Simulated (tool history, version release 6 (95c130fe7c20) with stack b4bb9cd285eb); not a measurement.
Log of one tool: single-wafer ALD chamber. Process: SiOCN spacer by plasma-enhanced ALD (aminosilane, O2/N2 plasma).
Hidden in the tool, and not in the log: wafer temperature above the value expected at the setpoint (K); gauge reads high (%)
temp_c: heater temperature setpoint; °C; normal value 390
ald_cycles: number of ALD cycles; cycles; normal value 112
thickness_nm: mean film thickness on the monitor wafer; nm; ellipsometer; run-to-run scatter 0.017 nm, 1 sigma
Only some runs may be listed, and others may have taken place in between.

| run | hour | temp_c | ald_cycles | wafers since the last listed run | hours since the last thermocouple change | hours since the gauge calibration | read-back reference wafer on the same gauge, thickness_nm | thickness_nm |
|---|---|---|---|---|---|---|---|---|
| 1 | 0 | 390 | 104 | 0 | 1538.6 | 471.3 | 7.375 | 6.167 |
| 2 | 70.8 | 390 | 104 | 129 | 1609.4 | 542.1 | 7.381 | 6.188 |
| 3 | 126 | 390 | 104 | 101 | 1664.6 | 597.3 | 7.384 | 6.2 |
| 4 | 172.9 | 390 | 112 | 85 | 1711.5 | 644.2 | 7.385 | 6.683 |
| 5 | 276.9 | 390 | 112 | 190 | 1815.5 | 748.2 | 7.373 | 6.667 |
| 6 | 374.1 | 390 | 112 | 178 | 1912.7 | 845.4 | 7.38 | 6.679 |
| 7 | 432.2 | 390 | 112 | 106 | 1970.8 | 903.5 | 7.381 | 6.674 |
| 8 | 523.4 | 390 | 112 | 167 | 2062 | 994.7 | 7.376 | 6.662 |
| 9 | 826.3 | 390 | 112 | 554 | 2364.9 | 1297.6 | 7.382 | 6.688 |
| 10 | 898.8 | 390 | 112 | 132 | 2437.4 | 1370.1 | 7.372 | 6.671 |
|  | 975.4 | thermocouple changed; heater temperature recalibrated |
| 11 | 978.4 | 390 | 112 | 131 | 3 | 1449.7 | 7.382 | 6.668 |
| 12 | 1059.3 | 390 | 97 | 148 | 83.9 | 1530.6 | 7.378 | 5.756 |
| 13 | 1150.9 | 390 | 97 | 167 | 175.5 | 1622.2 | 7.381 | 5.781 |
| 14 | 1220.7 | 390 | 97 | 127 | 245.3 | 1692 | 7.382 | 5.775 |
| 15 | 1524.3 | 394 | 112 | 556 | 548.9 | 1995.6 | 7.378 | 6.669 |
| 16 | 1608.8 | 394 | 112 | 154 | 633.4 | 2080.1 | 7.39 | 6.673 |
| 17 | 1698.4 | 399 | 94 | 164 | 723 | 2169.7 | 7.387 | 5.615 |
|  | 1714.8 | gauge calibrated |
| 18 | 1755.2 | 403 | 124 | 104 | 779.8 | 40.4 | 7.378 | 7.251 |
| 19 | 1834.5 | 390 | 112 | 145 | 859.1 | 119.7 | 7.382 | 6.678 |
| 20 | 1923 | 390 | 112 | 162 | 947.6 | 208.2 | 7.381 | 6.674 |
| 21 | 1972.5 | 390 | 98 | 90 | 997.1 | 257.7 | 7.381 | 5.864 |
| 22 | 2023.1 | 390 | 112 | 92 | 1047.7 | 308.3 | 7.37 | 6.664 |
| 23 | 2068.8 | 390 | 112 | 83 | 1093.4 | 354 | 7.373 | 6.644 |
| 24 | 2158.9 | 390 | 112 | 165 | 1183.5 | 444.1 | 7.387 | 6.667 |
| 25 | 2261.7 | 398 | 112 | 188 | 1286.3 | 546.9 | 7.381 | 6.663 |
| 26 | 2298.1 | 395 | 105 | 66 | 1322.7 | 583.3 | 7.383 | 6.272 |
| 27 | 2336.1 | 381 | 98 | 69 | 1360.7 | 621.3 | 7.38 | 5.817 |
| 28 | 2420.1 | 381 | 95 | 153 | 1444.7 | 705.3 | 7.385 | 5.686 |
| 29 | 2739.2 | 386 | 125 | 584 | 1763.8 | 1024.4 | 7.377 | 7.465 |
| 30 | 3030.2 | 386 | 124 | 532 | 2054.8 | 1315.4 | 7.383 | 7.39 |
| 31 | 3108.2 | 390 | 112 | 142 | 2132.8 | 1393.4 | 7.378 | 6.676 |
| 32 | 3215.2 | 398 | 100 | 195 | 2239.8 | 1500.4 | 7.388 | 5.962 |

Each row is a separate what-if for the run after 32, all from the same tool condition, not one after another. Results?
| A | 3215.8 | 401 | 112 | 1 | 2240.4 | 1501 | ? | ? |
| B | 3215.8 | 384 | 131 | 1 | 2240.4 | 1501 | ? | ? |
| C | 3215.8 | 400 | 97 | 1 | 2240.4 | 1501 | ? | ? |

| run | read-back reference wafer on the same gauge, thickness_nm | thickness_nm |
|---|---|---|
| A | 7.379 | 6.619 |
| B | 7.379 | 7.802 |
| C | 7.379 | 5.753 |
Take away the tool's hidden state, keep each run's random variation, and the runs would have read:
| run | thickness_nm |
|---|---|
| A | 6.619 |
| B | 7.802 |
| C | 5.753 |

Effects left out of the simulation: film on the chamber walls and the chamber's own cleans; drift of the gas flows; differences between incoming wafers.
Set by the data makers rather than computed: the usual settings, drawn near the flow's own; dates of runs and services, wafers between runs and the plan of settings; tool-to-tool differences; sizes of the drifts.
